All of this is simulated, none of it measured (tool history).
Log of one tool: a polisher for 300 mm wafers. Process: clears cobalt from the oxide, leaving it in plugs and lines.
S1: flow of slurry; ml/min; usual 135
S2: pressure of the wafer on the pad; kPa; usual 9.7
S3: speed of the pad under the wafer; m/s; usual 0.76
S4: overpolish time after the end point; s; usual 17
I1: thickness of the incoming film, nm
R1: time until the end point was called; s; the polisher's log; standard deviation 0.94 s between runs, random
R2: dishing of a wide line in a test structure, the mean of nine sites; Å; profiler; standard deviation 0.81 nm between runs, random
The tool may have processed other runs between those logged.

run 1 hour=0.0 | S1=135 S2=9.7 S3=0.76 S4=17 | I1=241.2 | R1=103.6 R2=340
run 2 hour=34.6 | S1=135 S2=11.7 S3=0.76 S4=17 | I1=242.9 | R1=86.8 R2=381
run 3 hour=60.0 | S1=135 S2=11.7 S3=0.76 S4=17 | I1=239.8 | R1=87.2 R2=392
run 4 hour=74.9 | S1=135 S2=9.7 S3=0.76 S4=17 | I1=240.4 | R1=106.2 R2=337
run 5 hour=90.6 | S1=135 S2=9.7 S3=0.76 S4=17 | I1=243.8 | R1=108.4 R2=341
run 6 hour=109.4 | S1=120 S2=9.7 S3=0.76 S4=19 | I1=241.1 | R1=110.5 R2=369
run 7 hour=127.4 | S1=120 S2=9.7 S3=0.76 S4=19 | I1=240.3 | R1=109.9 R2=367
-- hour=142.4 worn pad replaced by a new one
run 8 hour=150.5 | S1=95 S2=11.7 S3=0.88 S4=17 | I1=243.0 | R1=91.6 R2=386
run 9 hour=181.4 | S1=95 S2=9.7 S3=0.64 S4=17 | I1=236.6 | R1=133.0 R2=273
run 10 hour=200.6 | S1=120 S2=9.7 S3=0.76 S4=19 | I1=240.2 | R1=109.4 R2=362
run 11 hour=230.9 | S1=135 S2=9.7 S3=0.76 S4=17 | I1=235.7 | R1=107.1 R2=326
-- hour=240.3 head pressure recalibrated
-- hour=244.1 slurry nozzle cleaned
run 12 hour=254.5 | S1=155 S2=11.0 S3=0.54 S4=17 | I1=238.0 | R1=106.0 R2=338
-- hour=286.6 worn pad replaced by a new one
run 13 hour=287.1 | S1=90 S2=9.7 S3=0.76 S4=17 | I1=238.2 | R1=114.1 R2=315
run 14 hour=338.6 | S1=145 S2=9.7 S3=0.76 S4=17 | I1=240.9 | R1=105.2 R2=348

5 ways to go on from here, each from the tool as it stands after run 14. What would each give?
run A hour=339.1 | S1=135 S2=9.7 S3=0.94 S4=17 | I1=244.2 | R1=? R2=?
run B hour=339.1 | S1=170 S2=9.7 S3=0.58 S4=17 | I1=244.2 | R1=? R2=?
run C hour=339.1 | S1=135 S2=9.7 S3=0.76 S4=23 | I1=244.2 | R1=? R2=?
run D hour=339.1 | S1=135 S2=11.0 S3=0.76 S4=26 | I1=244.2 | R1=? R2=?
run E hour=339.1 | S1=135 S2=9.7 S3=0.56 S4=17 | I1=244.2 | R1=? R2=?

run=A R1=92.5 R2=379
run=B R1=117.5 R2=317
run=C R1=105.6 R2=428
run=D R1=92.4 R2=504
run=E R1=125.4 R2=301
Take away the tool's hidden state, keep each run's random variation, and the runs would have read:
run=A R1=90.4 R2=385
run=B R1=115.4 R2=321
run=C R1=103.3 R2=434
run=D R1=90.3 R2=511
run=E R1=122.6 R2=306
